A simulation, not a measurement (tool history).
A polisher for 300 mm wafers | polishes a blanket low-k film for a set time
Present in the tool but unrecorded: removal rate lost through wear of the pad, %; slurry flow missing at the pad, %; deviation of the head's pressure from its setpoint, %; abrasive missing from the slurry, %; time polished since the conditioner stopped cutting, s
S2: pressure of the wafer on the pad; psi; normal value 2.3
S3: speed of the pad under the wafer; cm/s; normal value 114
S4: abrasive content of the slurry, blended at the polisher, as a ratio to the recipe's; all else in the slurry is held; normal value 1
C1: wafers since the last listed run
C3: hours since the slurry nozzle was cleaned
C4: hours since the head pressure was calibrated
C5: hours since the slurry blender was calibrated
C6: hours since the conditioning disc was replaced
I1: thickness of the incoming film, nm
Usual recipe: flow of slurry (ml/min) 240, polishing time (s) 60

run 1 hour=0 | flow_of_slurry_(ml/min)=185 S2=2.3 S3=114 S4=1 polishing_time_(s)=60 | C1=0 wafers_polished_on_this_pad=2444 C3=526.9 C4=520.1 C5=55.9 C6=139.4 | I1=615.7 | film_removed_(Å)=277
run 2 hour=89.6 | flow_of_slurry_(ml/min)=240 S2=2.6 S3=114 S4=1 polishing_time_(s)=60 | C1=1355 wafers_polished_on_this_pad=3800 C3=616.5 C4=609.7 C5=145.5 C6=229 | I1=608.4 | film_removed_(Å)=309
-- hour=97.6 slurry nozzle cleaned
-- hour=135.6 head pressure recalibrated
run 3 hour=162.3 | flow_of_slurry_(ml/min)=240 S2=2.6 S3=114 S4=1 polishing_time_(s)=60 | C1=1054 wafers_polished_on_this_pad=4854 C3=64.7 C4=26.7 C5=218.2 C6=301.7 | I1=605.6 | film_removed_(Å)=308
run 4 hour=259.9 | flow_of_slurry_(ml/min)=240 S2=2.6 S3=114 S4=1 polishing_time_(s)=60 | C1=1476 wafers_polished_on_this_pad=6331 C3=162.3 C4=124.3 C5=315.8 C6=399.3 | I1=616.3 | film_removed_(Å)=291
run 5 hour=302 | flow_of_slurry_(ml/min)=240 S2=2.3 S3=114 S4=1 polishing_time_(s)=60 | C1=636 wafers_polished_on_this_pad=6968 C3=204.4 C4=166.4 C5=357.9 C6=441.4 | I1=611.8 | film_removed_(Å)=267
run 6 hour=344.7 | flow_of_slurry_(ml/min)=240 S2=2.3 S3=114 S4=1 polishing_time_(s)=60 | C1=646 wafers_polished_on_this_pad=7614 C3=247.1 C4=209.1 C5=400.6 C6=484.1 | I1=600.3 | film_removed_(Å)=258
-- hour=368.5 worn pad replaced by a new one
-- hour=379.1 conditioning disc replaced and pad reconditioned
-- hour=408.1 slurry blender recalibrated
run 7 hour=413.3 | flow_of_slurry_(ml/min)=240 S2=2.3 S3=114 S4=1 polishing_time_(s)=60 | C1=916 wafers_polished_on_this_pad=617 C3=315.7 C4=277.7 C5=5.2 C6=34.2 | I1=606.7 | film_removed_(Å)=298
run 8 hour=504.8 | flow_of_slurry_(ml/min)=240 S2=2.3 S3=114 S4=1 polishing_time_(s)=60 | C1=1384 wafers_polished_on_this_pad=2002 C3=407.2 C4=369.2 C5=96.7 C6=125.7 | I1=617.5 | film_removed_(Å)=293
run 9 hour=581.7 | flow_of_slurry_(ml/min)=240 S2=2.3 S3=114 S4=1 polishing_time_(s)=60 | C1=1163 wafers_polished_on_this_pad=3165 C3=484.1 C4=446.1 C5=173.6 C6=202.6 | I1=610.9 | film_removed_(Å)=283
-- hour=628.9 head pressure recalibrated
run 10 hour=687.4 | flow_of_slurry_(ml/min)=240 S2=2.3 S3=114 S4=1 polishing_time_(s)=60 | C1=1569 wafers_polished_on_this_pad=4734 C3=589.8 C4=58.5 C5=279.3 C6=308.3 | I1=613.2 | film_removed_(Å)=274
run 11 hour=744.3 | flow_of_slurry_(ml/min)=160 S2=2.3 S3=114 S4=1 polishing_time_(s)=60 | C1=860 wafers_polished_on_this_pad=5595 C3=646.7 C4=115.4 C5=336.2 C6=365.2 | I1=611.2 | film_removed_(Å)=254
-- hour=809.3 slurry nozzle cleaned
run 12 hour=813.3 | flow_of_slurry_(ml/min)=315 S2=2.3 S3=114 S4=1 polishing_time_(s)=40 | C1=1028 wafers_polished_on_this_pad=6624 C3=4 C4=184.4 C5=405.2 C6=434.2 | I1=617.2 | film_removed_(Å)=180
-- hour=817.5 conditioning disc replaced and pad reconditioned
-- hour=847.8 worn pad replaced by a new one
run 13 hour=862.6 | flow_of_slurry_(ml/min)=240 S2=2.3 S3=114 S4=0.9 polishing_time_(s)=60 | C1=655 wafers_polished_on_this_pad=223 C3=53.3 C4=233.7 C5=454.5 C6=45.1 | I1=612.2 | film_removed_(Å)=286
-- hour=951.5 slurry blender recalibrated
run 14 hour=969.4 | flow_of_slurry_(ml/min)=240 S2=2.3 S3=114 S4=1 polishing_time_(s)=60 | C1=1585 wafers_polished_on_this_pad=1809 C3=160.1 C4=340.5 C5=17.9 C6=151.9 | I1=616.1 | film_removed_(Å)=287
run 15 hour=1048.5 | flow_of_slurry_(ml/min)=195 S2=2.1 S3=90 S4=1 polishing_time_(s)=50 | C1=1196 wafers_polished_on_this_pad=3006 C3=239.2 C4=419.6 C5=97 C6=231 | I1=608.9 | film_removed_(Å)=179
run 16 hour=1116.7 | flow_of_slurry_(ml/min)=275 S2=2.3 S3=154 S4=0.8 polishing_time_(s)=51 | C1=1031 wafers_polished_on_this_pad=4038 C3=307.4 C4=487.8 C5=165.2 C6=299.2 | I1=600.6 | film_removed_(Å)=286
-- hour=1220.4 head pressure recalibrated
run 17 hour=1222 | flow_of_slurry_(ml/min)=240 S2=3 S3=154 S4=1 polishing_time_(s)=60 | C1=1562 wafers_polished_on_this_pad=5601 C3=412.7 C4=1.6 C5=270.5 C6=404.5 | I1=604 | film_removed_(Å)=433
-- hour=1259.7 conditioning disc replaced and pad reconditioned
run 18 hour=1302.6 | flow_of_slurry_(ml/min)=285 S2=2.3 S3=114 S4=1 polishing_time_(s)=60 | C1=1189 wafers_polished_on_this_pad=6790 C3=493.3 C4=82.2 C5=351.1 C6=42.9 | I1=602.8 | film_removed_(Å)=271
-- hour=1347.4 slurry nozzle cleaned
run 19 hour=1389.5 | flow_of_slurry_(ml/min)=240 S2=2.3 S3=114 S4=1 polishing_time_(s)=60 | C1=1299 wafers_polished_on_this_pad=8090 C3=42.1 C4=169.1 C5=438 C6=129.8 | I1=611.8 | film_removed_(Å)=262
-- hour=1395.3 worn pad replaced by a new one
-- hour=1450.9 slurry blender recalibrated
run 20 hour=1486.2 | flow_of_slurry_(ml/min)=240 S2=2 S3=90 S4=1 polishing_time_(s)=60 | C1=1372 wafers_polished_on_this_pad=1344 C3=138.8 C4=265.8 C5=35.3 C6=226.5 | I1=609 | film_removed_(Å)=213
run 21 hour=1559 | flow_of_slurry_(ml/min)=275 S2=3 S3=114 S4=1 polishing_time_(s)=75 | C1=1101 wafers_polished_on_this_pad=2446 C3=211.6 C4=338.6 C5=108.1 C6=299.3 | I1=611.5 | film_removed_(Å)=442
run 22 hour=1661 | flow_of_slurry_(ml/min)=240 S2=2.8 S3=78 S4=1.15 polishing_time_(s)=47 | C1=1543 wafers_polished_on_this_pad=3989 C3=313.6 C4=440.6 C5=210.1 C6=401.3 | I1=619.9 | film_removed_(Å)=198
-- hour=1727 head pressure recalibrated
-- hour=1727.1 conditioning disc replaced and pad reconditioned
run 23 hour=1755.7 | flow_of_slurry_(ml/min)=300 S2=2.3 S3=114 S4=1 polishing_time_(s)=60 | C1=1401 wafers_polished_on_this_pad=5390 C3=408.3 C4=28.7 C5=304.8 C6=28.6 | I1=604.5 | film_removed_(Å)=278
run 24 hour=1808.2 | flow_of_slurry_(ml/min)=160 S2=1.7 S3=134 S4=0.85 polishing_time_(s)=60 | C1=794 wafers_polished_on_this_pad=6184 C3=460.8 C4=81.2 C5=357.3 C6=81.1 | I1=611.5 | film_removed_(Å)=214
run 25 hour=1849.5 | flow_of_slurry_(ml/min)=240 S2=2.3 S3=114 S4=1 polishing_time_(s)=60 | C1=624 wafers_polished_on_this_pad=6809 C3=502.1 C4=122.5 C5=398.6 C6=122.4 | I1=603.4 | film_removed_(Å)=259
-- hour=1864.5 worn pad replaced by a new one
-- hour=1872.4 slurry blender recalibrated
run 26 hour=1895.6 | flow_of_slurry_(ml/min)=240 S2=2.3 S3=76 S4=1.1 polishing_time_(s)=60 | C1=606 wafers_polished_on_this_pad=440 C3=548.2 C4=168.6 C5=23.2 C6=168.5 | I1=601.9 | film_removed_(Å)=218

Below are 3 alternative next runs, each starting from the tool's condition after run 26. Predict each:
run A hour=1896 | flow_of_slurry_(ml/min)=240 S2=2.8 S3=114 S4=1 polishing_time_(s)=60 | C1=6 wafers_polished_on_this_pad=446 C3=548.6 C4=169 C5=23.6 C6=168.9 | I1=621.3 | film_removed_(Å)=?
run B hour=1896 | flow_of_slurry_(ml/min)=315 S2=2.8 S3=136 S4=0.85 polishing_time_(s)=60 | C1=6 wafers_polished_on_this_pad=446 C3=548.6 C4=169 C5=23.6 C6=168.9 | I1=621.3 | film_removed_(Å)=?
run C hour=1896 | flow_of_slurry_(ml/min)=205 S2=2.3 S3=114 S4=1 polishing_time_(s)=60 | C1=6 wafers_polished_on_this_pad=446 C3=548.6 C4=169 C5=23.6 C6=168.9 | I1=621.3 | film_removed_(Å)=?

run=A film_removed_(Å)=344
run=B film_removed_(Å)=382
run=C film_removed_(Å)=290
The same runs, with their run-to-run variation unchanged, on a tool lacking any hidden condition would have given:
run=A film_removed_(Å)=356
run=B film_removed_(Å)=395
run=C film_removed_(Å)=300

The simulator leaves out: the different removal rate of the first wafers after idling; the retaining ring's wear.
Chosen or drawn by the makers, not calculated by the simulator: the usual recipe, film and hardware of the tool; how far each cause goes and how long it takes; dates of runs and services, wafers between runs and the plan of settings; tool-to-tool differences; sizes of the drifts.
